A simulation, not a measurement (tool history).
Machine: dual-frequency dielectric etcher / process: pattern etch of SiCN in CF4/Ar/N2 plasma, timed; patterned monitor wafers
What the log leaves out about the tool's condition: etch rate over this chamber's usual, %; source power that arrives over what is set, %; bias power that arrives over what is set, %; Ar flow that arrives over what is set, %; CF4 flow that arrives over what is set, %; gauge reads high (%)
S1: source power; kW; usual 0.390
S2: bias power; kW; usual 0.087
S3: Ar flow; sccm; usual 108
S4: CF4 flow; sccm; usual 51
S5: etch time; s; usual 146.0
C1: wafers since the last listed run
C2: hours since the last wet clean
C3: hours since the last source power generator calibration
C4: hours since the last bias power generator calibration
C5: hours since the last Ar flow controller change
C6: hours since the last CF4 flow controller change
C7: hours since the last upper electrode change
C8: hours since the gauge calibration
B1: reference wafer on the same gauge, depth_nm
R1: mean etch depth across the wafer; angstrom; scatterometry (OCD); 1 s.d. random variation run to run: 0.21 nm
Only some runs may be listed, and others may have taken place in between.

{"run": 1, "hour": 0.0, "S1": 0.39, "S2": 0.087, "S3": 108, "S4": 51, "S5": 146.0, "C1": 0, "C2": 187.5, "C3": 2943.9, "C4": 1887.7, "C5": 5646.8, "C6": 4686.3, "C7": 3552.0, "C8": 379.5, "B1": 106.9, "R1": 1015}
{"run": 2, "hour": 22.1, "S1": 0.41, "S2": 0.087, "S3": 108, "S4": 51, "S5": 124.5, "C1": 183, "C2": 209.6, "C3": 2966.0, "C4": 1909.8, "C5": 5668.9, "C6": 4708.4, "C7": 3574.1, "C8": 401.6, "B1": 107.1, "R1": 907}
{"run": 3, "hour": 52.0, "S1": 0.39, "S2": 0.087, "S3": 108, "S4": 51, "S5": 146.0, "C1": 247, "C2": 239.5, "C3": 2995.9, "C4": 1939.7, "C5": 5698.8, "C6": 4738.3, "C7": 3604.0, "C8": 431.5, "B1": 107.2, "R1": 1010}
{"run": 4, "hour": 84.5, "S1": 0.39, "S2": 0.087, "S3": 108, "S4": 58, "S5": 146.0, "C1": 269, "C2": 272.0, "C3": 3028.4, "C4": 1972.2, "C5": 5731.3, "C6": 4770.8, "C7": 3636.5, "C8": 464.0, "B1": 107.4, "R1": 1037}
{"run": 5, "hour": 98.5, "S1": 0.39, "S2": 0.087, "S3": 108, "S4": 58, "S5": 146.0, "C1": 116, "C2": 286.0, "C3": 3042.4, "C4": 1986.2, "C5": 5745.3, "C6": 4784.8, "C7": 3650.5, "C8": 478.0, "B1": 107.5, "R1": 1032}
{"hour": 123.0, "done": "gauge calibrated"}
{"run": 6, "hour": 129.3, "S1": 0.39, "S2": 0.087, "S3": 108, "S4": 58, "S5": 146.0, "C1": 255, "C2": 316.8, "C3": 3073.2, "C4": 2017.0, "C5": 5776.1, "C6": 4815.6, "C7": 3681.3, "C8": 6.3, "B1": 105.9, "R1": 1018}
{"hour": 137.4, "done": "source power generator calibrated"}
{"run": 7, "hour": 151.0, "S1": 0.35, "S2": 0.087, "S3": 108, "S4": 51, "S5": 146.0, "C1": 146, "C2": 338.5, "C3": 13.6, "C4": 2038.7, "C5": 5797.8, "C6": 4837.3, "C7": 3703.0, "C8": 28.0, "B1": 105.9, "R1": 890}
{"hour": 169.8, "done": "bias power generator calibrated"}
{"run": 8, "hour": 178.4, "S1": 0.39, "S2": 0.087, "S3": 108, "S4": 51, "S5": 146.0, "C1": 193, "C2": 365.9, "C3": 41.0, "C4": 8.6, "C5": 5825.2, "C6": 4864.7, "C7": 3730.4, "C8": 55.4, "B1": 105.9, "R1": 997}
{"run": 9, "hour": 203.7, "S1": 0.39, "S2": 0.087, "S3": 108, "S4": 61, "S5": 146.0, "C1": 209, "C2": 391.2, "C3": 66.3, "C4": 33.9, "C5": 5850.5, "C6": 4890.0, "C7": 3755.7, "C8": 80.7, "B1": 106.0, "R1": 1028}
{"run": 10, "hour": 221.0, "S1": 0.39, "S2": 0.087, "S3": 88, "S4": 51, "S5": 146.0, "C1": 143, "C2": 408.5, "C3": 83.6, "C4": 51.2, "C5": 5867.8, "C6": 4907.3, "C7": 3773.0, "C8": 98.0, "B1": 106.0, "R1": 1029}
{"run": 11, "hour": 244.4, "S1": 0.35, "S2": 0.087, "S3": 108, "S4": 51, "S5": 146.0, "C1": 193, "C2": 431.9, "C3": 107.0, "C4": 74.6, "C5": 5891.2, "C6": 4930.7, "C7": 3796.4, "C8": 121.4, "B1": 105.9, "R1": 892}
{"run": 12, "hour": 276.9, "S1": 0.39, "S2": 0.104, "S3": 91, "S4": 56, "S5": 113.5, "C1": 269, "C2": 464.4, "C3": 139.5, "C4": 107.1, "C5": 5923.7, "C6": 4963.2, "C7": 3828.9, "C8": 153.9, "B1": 106.0, "R1": 852}
{"hour": 289.7, "done": "Ar flow controller replaced"}
{"hour": 303.8, "done": "wet clean of the chamber"}
{"hour": 316.0, "done": "upper electrode replaced"}
{"run": 13, "hour": 316.5, "S1": 0.39, "S2": 0.087, "S3": 108, "S4": 51, "S5": 146.0, "C1": 60, "C2": 12.7, "C3": 179.1, "C4": 146.7, "C5": 26.8, "C6": 5002.8, "C7": 0.5, "C8": 193.5, "B1": 106.1, "R1": 1004}
{"run": 14, "hour": 316.9, "S1": 0.39, "S2": 0.087, "S3": 127, "S4": 51, "S5": 146.0, "C1": 3, "C2": 13.1, "C3": 179.5, "C4": 147.1, "C5": 27.2, "C6": 5003.2, "C7": 0.9, "C8": 193.9, "B1": 106.1, "R1": 980}
{"run": 15, "hour": 340.3, "S1": 0.45, "S2": 0.087, "S3": 125, "S4": 51, "S5": 146.0, "C1": 193, "C2": 36.5, "C3": 202.9, "C4": 170.5, "C5": 50.6, "C6": 5026.6, "C7": 24.3, "C8": 217.3, "B1": 106.2, "R1": 1138}
{"hour": 348.2, "done": "CF4 flow controller replaced"}
{"run": 16, "hour": 363.0, "S1": 0.39, "S2": 0.087, "S3": 108, "S4": 51, "S5": 146.0, "C1": 138, "C2": 59.2, "C3": 225.6, "C4": 193.2, "C5": 73.3, "C6": 14.8, "C7": 47.0, "C8": 240.0, "B1": 106.3, "R1": 1000}
{"run": 17, "hour": 394.2, "S1": 0.39, "S2": 0.087, "S3": 99, "S4": 63, "S5": 103.5, "C1": 258, "C2": 90.4, "C3": 256.8, "C4": 224.4, "C5": 104.5, "C6": 46.0, "C7": 78.2, "C8": 271.2, "B1": 106.3, "R1": 744}
{"run": 18, "hour": 413.0, "S1": 0.39, "S2": 0.087, "S3": 108, "S4": 51, "S5": 146.0, "C1": 155, "C2": 109.2, "C3": 275.6, "C4": 243.2, "C5": 123.3, "C6": 64.8, "C7": 97.0, "C8": 290.0, "B1": 106.4, "R1": 1001}
{"run": 19, "hour": 425.3, "S1": 0.32, "S2": 0.087, "S3": 108, "S4": 51, "S5": 157.5, "C1": 101, "C2": 121.5, "C3": 287.9, "C4": 255.5, "C5": 135.6, "C6": 77.1, "C7": 109.3, "C8": 302.3, "B1": 106.5, "R1": 877}
{"run": 20, "hour": 444.8, "S1": 0.44, "S2": 0.087, "S3": 108, "S4": 51, "S5": 146.0, "C1": 161, "C2": 141.0, "C3": 307.4, "C4": 275.0, "C5": 155.1, "C6": 96.6, "C7": 128.8, "C8": 321.8, "B1": 106.5, "R1": 1141}
{"run": 21, "hour": 461.3, "S1": 0.39, "S2": 0.069, "S3": 108, "S4": 51, "S5": 113.0, "C1": 136, "C2": 157.5, "C3": 323.9, "C4": 291.5, "C5": 171.6, "C6": 113.1, "C7": 145.3, "C8": 338.3, "B1": 106.5, "R1": 729}

Measured result minus the same run's result without the hidden state. Both carry the same run-to-run variation, though not necessarily the same gauge scatter:
run=1 R1=+11
run=2 R1=+10
run=3 R1=+13
run=4 R1=+15
run=5 R1=+16
run=6 R1=+1
run=7 R1=+1
run=8 R1=+1
run=9 R1=+1
run=10 R1=+1
run=11 R1=+2
run=12 R1=+2
run=13 R1=+3
run=14 R1=+3
run=15 R1=+5
run=16 R1=+4
run=17 R1=+4
run=18 R1=+6
run=19 R1=+6
run=20 R1=+8
run=21 R1=+5

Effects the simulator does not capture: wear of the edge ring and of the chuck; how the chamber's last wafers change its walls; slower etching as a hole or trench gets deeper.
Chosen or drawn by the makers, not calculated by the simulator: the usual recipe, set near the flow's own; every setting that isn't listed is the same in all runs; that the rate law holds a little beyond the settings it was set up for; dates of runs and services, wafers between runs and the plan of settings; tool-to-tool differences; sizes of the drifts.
